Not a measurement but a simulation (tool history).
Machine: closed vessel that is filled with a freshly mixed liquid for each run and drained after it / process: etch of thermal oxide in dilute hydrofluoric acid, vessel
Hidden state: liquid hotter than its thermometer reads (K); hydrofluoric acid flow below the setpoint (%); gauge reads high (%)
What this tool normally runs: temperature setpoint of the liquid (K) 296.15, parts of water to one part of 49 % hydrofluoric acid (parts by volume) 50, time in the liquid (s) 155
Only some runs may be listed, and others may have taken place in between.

| run | hour | temperature setpoint of the liquid (K) | parts of water to one part of 49 % hydrofluoric acid (parts by volume) | time in the liquid (s) | wafers since the last listed run | hours since the thermometer was replaced | hours since the hydrofluoric acid flow meter was replaced | hours since the gauge calibration | read-back film thickness of the thermal oxide reference wafer, read on the same gauge (nm) | thickness taken off the thermal oxide on a monitor wafer (Å) |
|---|---|---|---|---|---|---|---|---|---|---|
| 1 | 0.0 | 295.15 | 50 | 155 | 0 | 1605.2 | 1124.9 | 781.9 | 139.99 | 166.3 |
| 2 | 106.9 | 295.15 | 50 | 155 | 12427 | 1712.1 | 1231.8 | 888.8 | 140.04 | 162.8 |
| 3 | 208.6 | 296.15 | 50 | 155 | 11823 | 1813.8 | 1333.5 | 990.5 | 139.99 | 172.8 |
| 4 | 282.2 | 296.15 | 50 | 155 | 8556 | 1887.4 | 1407.1 | 1064.1 | 140.06 | 171.9 |
| 5 | 360.1 | 296.15 | 50 | 155 | 9056 | 1965.3 | 1485.0 | 1142.0 | 139.99 | 171.3 |
| 6 | 401.1 | 296.15 | 50 | 155 | 4766 | 2006.3 | 1526.0 | 1183.0 | 140.00 | 174.0 |
| 7 | 507.1 | 296.15 | 50 | 155 | 12322 | 2112.3 | 1632.0 | 1289.0 | 140.00 | 173.5 |
| 8 | 571.0 | 296.15 | 50 | 155 | 7428 | 2176.2 | 1695.9 | 1352.9 | 140.00 | 174.4 |
| 9 | 663.1 | 296.15 | 50 | 155 | 10706 | 2268.3 | 1788.0 | 1445.0 | 140.00 | 174.6 |
| 10 | 763.5 | 296.15 | 50 | 155 | 11671 | 2368.7 | 1888.4 | 1545.4 | 139.98 | 176.0 |
| 11 | 811.1 | 296.15 | 50 | 155 | 5533 | 2416.3 | 1936.0 | 1593.0 | 140.00 | 174.9 |
| 12 | 852.1 | 296.15 | 50 | 155 | 4766 | 2457.3 | 1977.0 | 1634.0 | 140.02 | 175.2 |
| 13 | 933.0 | 296.15 | 50 | 155 | 9404 | 2538.2 | 2057.9 | 1714.9 | 140.04 | 177.4 |
| 14 | 969.5 | 297.15 | 50 | 155 | 4243 | 2574.7 | 2094.4 | 1751.4 | 139.97 | 183.8 |
| 15 | 1075.4 | 297.15 | 50 | 155 | 12311 | 2680.6 | 2200.3 | 1857.3 | 139.99 | 185.4 |
|  | 1086.9 | gauge calibrated |
|  | 1089.1 | hydrofluoric acid flow meter replaced |
| 16 | 1156.2 | 296.15 | 65 | 155 | 9277 | 2761.4 | 67.1 | 69.3 | 140.00 | 134.4 |
| 17 | 1223.1 | 297.65 | 50 | 220 | 7777 | 2828.3 | 134.0 | 136.2 | 139.98 | 268.5 |
| 18 | 1280.7 | 298.15 | 65 | 120 | 6696 | 2885.9 | 191.6 | 193.8 | 140.01 | 112.8 |
| 19 | 1336.6 | 293.15 | 25 | 75 | 6498 | 2941.8 | 247.5 | 249.7 | 140.00 | 156.1 |
| 20 | 1435.9 | 296.15 | 50 | 155 | 11543 | 3041.1 | 346.8 | 349.0 | 140.00 | 177.6 |
| 21 | 1483.8 | 291.65 | 30 | 155 | 5568 | 3089.0 | 394.7 | 396.9 | 140.01 | 253.0 |
|  | 1486.6 | thermometer replaced |
| 22 | 1552.8 | 300.15 | 70 | 155 | 7905 | 66.2 | 463.7 | 465.9 | 140.01 | 135.4 |
| 23 | 1867.8 | 293.15 | 30 | 185 | 36619 | 381.2 | 778.7 | 780.9 | 140.00 | 301.7 |
| 24 | 1936.2 | 292.65 | 40 | 125 | 7951 | 449.6 | 847.1 | 849.3 | 140.02 | 147.3 |
| 25 | 2009.6 | 297.65 | 50 | 195 | 8533 | 523.0 | 920.5 | 922.7 | 140.01 | 220.8 |
| 26 | 2094.8 | 296.15 | 50 | 155 | 9904 | 608.2 | 1005.7 | 1007.9 | 140.00 | 166.8 |
| 27 | 2142.6 | 293.15 | 50 | 155 | 5556 | 656.0 | 1053.5 | 1055.7 | 140.02 | 146.7 |
| 28 | 2218.1 | 296.15 | 50 | 60 | 8777 | 731.5 | 1129.0 | 1131.2 | 139.99 | 64.5 |
| 29 | 2278.8 | 296.15 | 35 | 185 | 7056 | 792.2 | 1189.7 | 1191.9 | 140.01 | 287.4 |
| 30 | 2373.6 | 296.15 | 50 | 155 | 11020 | 887.0 | 1284.5 | 1286.7 | 139.99 | 168.1 |
| 31 | 2458.4 | 293.15 | 50 | 155 | 9858 | 971.8 | 1369.3 | 1371.5 | 139.99 | 149.0 |
| 32 | 2541.8 | 296.15 | 25 | 75 | 9695 | 1055.2 | 1452.7 | 1454.9 | 139.99 | 166.9 |
| 33 | 2613.3 | 296.15 | 50 | 155 | 8312 | 1126.7 | 1524.2 | 1526.4 | 140.06 | 169.5 |
| 34 | 2698.3 | 298.65 | 50 | 100 | 9881 | 1211.7 | 1609.2 | 1611.4 | 140.01 | 123.0 |

How the hidden state differs across the entries between the runs, from the last listed run before each to the first after it:
From run 15 to run 16: gauge calibrated (hour 1086.9); hydrofluoric acid flow meter replaced (hour 1089.1)
  liquid hotter than its thermometer reads (K): 1.78 -> 1.82
  the result without the hidden state subtracted from the measured one, thickness taken off the thermal oxide on a monitor wafer (Å): +13.0 -> +9.6
From run 21 to run 22: thermometer replaced (hour 1486.6)
  liquid hotter than its thermometer reads (K): 2.01 -> 0.131
  the result without the hidden state subtracted from the measured one, thickness taken off the thermal oxide on a monitor wafer (Å): +21.0 -> +0.7
